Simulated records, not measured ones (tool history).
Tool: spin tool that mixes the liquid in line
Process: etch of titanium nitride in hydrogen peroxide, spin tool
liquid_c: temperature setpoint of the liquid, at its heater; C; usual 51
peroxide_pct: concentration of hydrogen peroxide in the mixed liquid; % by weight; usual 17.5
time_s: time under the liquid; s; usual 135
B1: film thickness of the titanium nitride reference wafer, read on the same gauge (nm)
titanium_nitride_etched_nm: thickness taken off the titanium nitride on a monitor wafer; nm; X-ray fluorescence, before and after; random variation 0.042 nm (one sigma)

run 1 hour=0 | liquid_c=51 peroxide_pct=19.5 time_s=135 | B1=109.97 | titanium_nitride_etched_nm=5.83
run 2 hour=39.3 | liquid_c=51 peroxide_pct=19.5 time_s=135 | B1=110.03 | titanium_nitride_etched_nm=5.83
run 3 hour=97.1 | liquid_c=51 peroxide_pct=17.5 time_s=135 | B1=109.99 | titanium_nitride_etched_nm=5.75
run 4 hour=165.6 | liquid_c=51 peroxide_pct=17.5 time_s=135 | B1=110 | titanium_nitride_etched_nm=5.76
run 5 hour=268.5 | liquid_c=51 peroxide_pct=17.5 time_s=135 | B1=110.01 | titanium_nitride_etched_nm=5.73
-- hour=346.1 gauge calibrated
run 6 hour=346.7 | liquid_c=51 peroxide_pct=17.5 time_s=135 | B1=110.04 | titanium_nitride_etched_nm=5.73
run 7 hour=449.8 | liquid_c=51 peroxide_pct=17.5 time_s=135 | B1=110.01 | titanium_nitride_etched_nm=5.73
run 8 hour=554.2 | liquid_c=51 peroxide_pct=17.5 time_s=135 | B1=109.99 | titanium_nitride_etched_nm=5.72
run 9 hour=650.3 | liquid_c=51 peroxide_pct=17.5 time_s=135 | B1=109.98 | titanium_nitride_etched_nm=5.78
-- hour=656.9 peroxide flow meter replaced
-- hour=695.5 new drum of peroxide connected
run 10 hour=715.4 | liquid_c=51 peroxide_pct=17.5 time_s=135 | B1=110.01 | titanium_nitride_etched_nm=5.89
-- hour=767.5 thermometer replaced
run 11 hour=825.1 | liquid_c=51 peroxide_pct=17.5 time_s=135 | B1=109.99 | titanium_nitride_etched_nm=6.59
run 12 hour=921.9 | liquid_c=61 peroxide_pct=20 time_s=165 | B1=110.02 | titanium_nitride_etched_nm=16.39
run 13 hour=968.9 | liquid_c=51 peroxide_pct=20 time_s=170 | B1=110.05 | titanium_nitride_etched_nm=8.58
run 14 hour=1046.1 | liquid_c=59.5 peroxide_pct=17.5 time_s=55 | B1=110.07 | titanium_nitride_etched_nm=4.81
-- hour=1108.5 thermometer replaced, repeated, since the last time left the tool worse
-- hour=1113.8 gauge calibrated
run 15 hour=1149.1 | liquid_c=54 peroxide_pct=19.5 time_s=210 | B1=109.98 | titanium_nitride_etched_nm=10.5
run 16 hour=1203.6 | liquid_c=51 peroxide_pct=13 time_s=135 | B1=109.95 | titanium_nitride_etched_nm=4.96
run 17 hour=1255.2 | liquid_c=60 peroxide_pct=17.5 time_s=135 | B1=110.01 | titanium_nitride_etched_nm=9.97
-- hour=1260.7 heated supply line repaired
run 18 hour=1353 | liquid_c=56.5 peroxide_pct=17.5 time_s=135 | B1=110.01 | titanium_nitride_etched_nm=7.83
-- hour=1371.9 new drum of peroxide connected
run 19 hour=1422.3 | liquid_c=51 peroxide_pct=17.5 time_s=135 | B1=110.03 | titanium_nitride_etched_nm=5.3
run 20 hour=1522.9 | liquid_c=51 peroxide_pct=19.5 time_s=135 | B1=110 | titanium_nitride_etched_nm=5.42
run 21 hour=1562 | liquid_c=55 peroxide_pct=17.5 time_s=135 | B1=110 | titanium_nitride_etched_nm=7.16
run 22 hour=1645 | liquid_c=51 peroxide_pct=17.5 time_s=135 | B1=109.97 | titanium_nitride_etched_nm=5.33

The same runs without the tool's hidden state, with the same run-to-run variation:
The hidden state here: liquid hotter than its thermometer reads (K); peroxide flow above the setpoint (%); temperature lost on the way to the wafer (K); peroxide weaker than its label (%); gauge reads high (%).
run=1 titanium_nitride_etched_nm=5.41
run=2 titanium_nitride_etched_nm=5.41
run=3 titanium_nitride_etched_nm=5.31
run=4 titanium_nitride_etched_nm=5.31
run=5 titanium_nitride_etched_nm=5.26
run=6 titanium_nitride_etched_nm=5.24
run=7 titanium_nitride_etched_nm=5.22
run=8 titanium_nitride_etched_nm=5.19
run=9 titanium_nitride_etched_nm=5.22
run=10 titanium_nitride_etched_nm=5.3
run=11 titanium_nitride_etched_nm=5.29
run=12 titanium_nitride_etched_nm=13.29
run=13 titanium_nitride_etched_nm=6.85
run=14 titanium_nitride_etched_nm=3.87
run=15 titanium_nitride_etched_nm=10.47
run=16 titanium_nitride_etched_nm=4.94
run=17 titanium_nitride_etched_nm=9.9
run=18 titanium_nitride_etched_nm=7.75
run=19 titanium_nitride_etched_nm=5.23
run=20 titanium_nitride_etched_nm=5.31
run=21 titanium_nitride_etched_nm=7.02
run=22 titanium_nitride_etched_nm=5.2
